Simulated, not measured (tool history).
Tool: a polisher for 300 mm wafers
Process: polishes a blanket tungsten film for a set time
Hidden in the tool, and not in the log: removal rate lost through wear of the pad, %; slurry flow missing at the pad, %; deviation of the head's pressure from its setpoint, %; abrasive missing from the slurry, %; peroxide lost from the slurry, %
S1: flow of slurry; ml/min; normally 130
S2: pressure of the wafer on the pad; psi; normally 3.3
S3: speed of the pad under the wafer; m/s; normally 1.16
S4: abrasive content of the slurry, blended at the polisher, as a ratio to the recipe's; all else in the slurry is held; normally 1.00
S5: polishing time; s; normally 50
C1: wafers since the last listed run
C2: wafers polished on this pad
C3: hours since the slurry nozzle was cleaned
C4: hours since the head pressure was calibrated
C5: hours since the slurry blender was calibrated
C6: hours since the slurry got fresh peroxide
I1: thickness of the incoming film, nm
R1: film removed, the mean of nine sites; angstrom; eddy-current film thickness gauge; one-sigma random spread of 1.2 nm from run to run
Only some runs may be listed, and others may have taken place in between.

run	hour	S1	S2	S3	S4	S5	C1	C2	C3	C4	C5	C6	I1	R1
1	0.0	130	3.3	1.16	1.00	50	0	251	11.7	416.3	128.5	43.3	669.5	1909
2	9.0	130	3.3	1.16	1.00	50	91	343	20.7	425.3	137.5	52.3	688.8	1897
# hour 20.5: head pressure recalibrated
# hour 25.3: slurry blender recalibrated
3	26.5	130	3.3	1.16	1.00	50	137	480	38.2	6.0	1.2	69.8	680.3	1895
4	68.9	130	4.0	1.16	1.00	50	431	912	80.6	48.4	43.6	112.2	684.6	2166
# hour 78.2: slurry tank refilled with fresh slurry and peroxide
5	83.6	130	3.3	1.16	1.00	50	139	1052	95.3	63.1	58.3	5.4	678.7	1880
# hour 96.8: worn pad replaced by a new one
6	100.2	130	3.3	1.16	1.00	50	128	35	111.9	79.7	74.9	22.0	683.2	1889
7	113.7	110	2.8	1.16	1.10	50	137	172	125.4	93.2	88.4	35.5	672.4	1614
8	123.3	130	3.3	1.16	1.00	50	97	270	135.0	102.8	98.0	45.1	683.5	1889
9	134.3	130	2.9	1.52	1.25	50	112	382	146.0	113.8	109.0	56.1	671.9	2263
# hour 153.4: slurry blender recalibrated
10	153.9	105	2.3	0.82	0.85	50	179	561	165.6	133.4	0.5	75.7	683.3	941
# hour 201.1: slurry tank refilled with fresh slurry and peroxide
11	201.6	130	2.6	1.16	1.00	40	475	1037	213.3	181.1	48.2	0.5	669.0	1245
12	208.7	95	3.3	1.16	1.00	50	72	1109	220.4	188.2	55.3	7.6	669.8	1688
# hour 222.7: worn pad replaced by a new one
13	224.5	130	3.3	1.32	1.00	50	120	18	236.2	204.0	71.1	23.4	676.9	2092
14	233.2	85	3.3	1.16	1.00	50	88	107	244.9	212.7	79.8	32.1	680.9	1642
15	241.9	130	4.4	1.16	1.00	50	88	195	253.6	221.4	88.5	40.8	684.1	2292
16	251.1	130	2.5	0.80	0.85	56	93	289	262.8	230.6	97.7	50.0	668.6	1125
17	258.9	100	4.0	1.16	1.00	50	79	368	270.6	238.4	105.5	57.8	684.3	1994
18	269.4	130	3.3	1.16	1.00	50	106	475	281.1	248.9	116.0	68.3	685.2	1827
19	286.7	130	3.3	0.88	1.00	41	176	652	298.4	266.2	133.3	85.6	685.1	1130
20	296.8	130	3.3	1.16	1.00	50	102	754	308.5	276.3	143.4	95.7	677.4	1834
# hour 299.9: slurry blender recalibrated
21	304.0	130	3.3	1.16	0.75	45	52	807	315.7	283.5	4.1	102.9	679.7	1555
22	312.6	120	3.3	1.16	1.10	50	87	895	324.3	292.1	12.7	111.5	679.8	1806
# hour 317.4: slurry tank refilled with fresh slurry and peroxide
23	326.6	155	2.4	1.50	0.70	50	132	1027	338.3	306.1	26.7	9.2	682.4	1811
# hour 352.5: worn pad replaced by a new one
24	354.0	130	3.3	1.16	0.70	50	238	15	365.7	333.5	54.1	36.6	673.4	1702
25	361.8	160	4.1	1.40	0.70	50	79	94	373.5	341.3	61.9	44.4	671.6	2560
26	375.4	165	3.8	1.00	1.15	50	138	233	387.1	354.9	75.5	58.0	683.8	1877

A few steps of R1 between consecutive runs. Split each: what settings, incoming material and random variation would produce without the hidden state, and what is left over for the hidden state, along with gauge scatter present in only one of the two compared results (measured, and without hidden state):
Run 9 -> 10: S1 130 -> 105, S2 2.9 -> 2.3, S3 1.52 -> 0.82, S4 1.25 -> 0.85, slurry blender recalibrated. R1 -1322 angstrom: hidden state +34, all else -1356.
Run 15 -> 16: S2 4.4 -> 2.5, S3 1.16 -> 0.80, S4 1.00 -> 0.85, S5 50 -> 56. R1 -1167 angstrom: hidden state +58, all else -1225.
Run 16 -> 17: S1 130 -> 100, S2 2.5 -> 4.0, S3 0.80 -> 1.16, S4 0.85 -> 1.00, S5 56 -> 50. R1 +869 angstrom: hidden state -73, all else +942.
